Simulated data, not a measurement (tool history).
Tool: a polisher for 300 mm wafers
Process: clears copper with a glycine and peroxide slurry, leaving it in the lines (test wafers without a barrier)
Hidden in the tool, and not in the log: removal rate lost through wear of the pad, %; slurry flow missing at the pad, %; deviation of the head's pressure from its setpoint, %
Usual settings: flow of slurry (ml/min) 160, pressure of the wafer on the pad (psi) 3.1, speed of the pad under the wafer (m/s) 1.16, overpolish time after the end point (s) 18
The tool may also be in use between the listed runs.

| run | day | flow of slurry (ml/min) | pressure of the wafer on the pad (psi) | speed of the pad under the wafer (m/s) | overpolish time after the end point (s) | wafers since the last listed run | wafers polished on this pad | hours since the slurry nozzle was cleaned | hours since the head pressure was calibrated | incoming thickness of the incoming film, nm | time until the end point was called (s) | dishing of a wide line in a test structure (angstrom) |
|---|---|---|---|---|---|---|---|---|---|---|---|---|
| 1 | 0 | 160 | 3.9 | 1.16 | 18 | 0 | 1269 | 264.5 | 964.1 | 504.5 | 57.2 | 989 |
|  | 1.017 | slurry nozzle cleaned |
|  | 1.3 | worn pad replaced by a new one |
| 2 | 1.433 | 160 | 3.9 | 1.16 | 18 | 275 | 29 | 10 | 998.5 | 502.2 | 54.9 | 1028 |
| 3 | 1.946 | 160 | 3.1 | 1.16 | 18 | 115 | 145 | 22.3 | 1010.8 | 508.8 | 63 | 898 |
| 4 | 2.758 | 160 | 3.1 | 1.16 | 18 | 182 | 327 | 41.8 | 1030.3 | 506.6 | 64.3 | 924 |
| 5 | 3.408 | 160 | 3.1 | 1.16 | 11 | 146 | 473 | 57.4 | 1045.9 | 497.1 | 61.1 | 586 |
| 6 | 4.15 | 160 | 3.1 | 1.16 | 11 | 166 | 640 | 75.2 | 1063.7 | 509 | 64.3 | 587 |
| 7 | 4.779 | 160 | 3.1 | 1.16 | 18 | 141 | 781 | 90.3 | 1078.8 | 495.5 | 64.6 | 901 |
| 8 | 6.142 | 160 | 3.1 | 1.16 | 18 | 306 | 1087 | 123 | 1111.5 | 494.4 | 61.9 | 856 |
| 9 | 6.996 | 160 | 3.1 | 1.16 | 21 | 191 | 1279 | 143.5 | 1132 | 500.5 | 63.3 | 998 |
|  | 7.542 | worn pad replaced by a new one |
| 10 | 8.438 | 160 | 3.1 | 1.16 | 21 | 286 | 201 | 178.1 | 1166.6 | 492.1 | 64.8 | 967 |
| 11 | 9.725 | 160 | 3.1 | 1.16 | 18 | 289 | 491 | 209 | 1197.5 | 500.6 | 68 | 854 |
| 12 | 10.838 | 160 | 3.1 | 1.16 | 18 | 250 | 741 | 235.7 | 1224.2 | 505.7 | 68.7 | 828 |
|  | 12.667 | slurry nozzle cleaned |
|  | 14.054 | head pressure recalibrated |
| 13 | 14.079 | 160 | 3.1 | 1.16 | 28 | 700 | 1441 | 33.9 | 0.6 | 494.6 | 64.5 | 1207 |
|  | 14.608 | worn pad replaced by a new one |
| 14 | 15.15 | 135 | 3.1 | 1.16 | 18 | 203 | 121 | 59.6 | 26.3 | 507.2 | 67.6 | 885 |
| 15 | 16.583 | 120 | 2.7 | 1.26 | 13 | 322 | 443 | 94 | 60.7 | 503.7 | 69.9 | 640 |
| 16 | 17.233 | 195 | 3.1 | 1.16 | 23 | 146 | 589 | 109.6 | 76.3 | 498.7 | 61.9 | 1046 |
| 17 | 18.325 | 120 | 3.5 | 1.02 | 18 | 245 | 834 | 135.8 | 102.5 | 497.8 | 70.2 | 806 |
| 18 | 19.504 | 180 | 2.3 | 1.54 | 10 | 264 | 1099 | 164.1 | 130.8 | 502.3 | 60.3 | 561 |
|  | 20.458 | worn pad replaced by a new one |
| 19 | 20.479 | 145 | 3.4 | 1.04 | 14 | 181 | 4 | 187.5 | 154.2 | 500.5 | 71 | 675 |
| 20 | 21.175 | 160 | 3.1 | 1.16 | 18 | 156 | 161 | 204.2 | 170.9 | 497.4 | 67.7 | 853 |
|  | 21.804 | slurry nozzle cleaned |
| 21 | 21.879 | 115 | 2.1 | 0.78 | 15 | 148 | 310 | 1.8 | 187.8 | 492.5 | 113.9 | 460 |
| 22 | 23.05 | 160 | 3.1 | 1.16 | 18 | 263 | 573 | 29.9 | 215.9 | 495.6 | 62.2 | 909 |

4 ways to go on from here, each from the tool as it stands after run 22. What would each give?
| A | 23.067 | 160 | 3.1 | 1.16 | 18 | 3 | 576 | 30.3 | 216.3 | 506.5 | ? | ? |
| B | 23.067 | 125 | 2.1 | 0.94 | 28 | 3 | 576 | 30.3 | 216.3 | 506.5 | ? | ? |
| C | 23.067 | 120 | 3.4 | 1.16 | 9 | 3 | 576 | 30.3 | 216.3 | 506.5 | ? | ? |
| D | 23.067 | 185 | 3.1 | 0.96 | 27 | 3 | 576 | 30.3 | 216.3 | 506.5 | ? | ? |

| run | time until the end point was called (s) | dishing of a wide line in a test structure (angstrom) |
|---|---|---|
| A | 63.3 | 873 |
| B | 100.2 | 853 |
| C | 62.3 | 508 |
| D | 72.8 | 1062 |
Without the tool's hidden state the same runs would have given:
| run | time until the end point was called (s) | dishing of a wide line in a test structure (angstrom) |
|---|---|---|
| A | 62.4 | 883 |
| B | 98.3 | 864 |
| C | 61.2 | 517 |
| D | 71.8 | 1071 |

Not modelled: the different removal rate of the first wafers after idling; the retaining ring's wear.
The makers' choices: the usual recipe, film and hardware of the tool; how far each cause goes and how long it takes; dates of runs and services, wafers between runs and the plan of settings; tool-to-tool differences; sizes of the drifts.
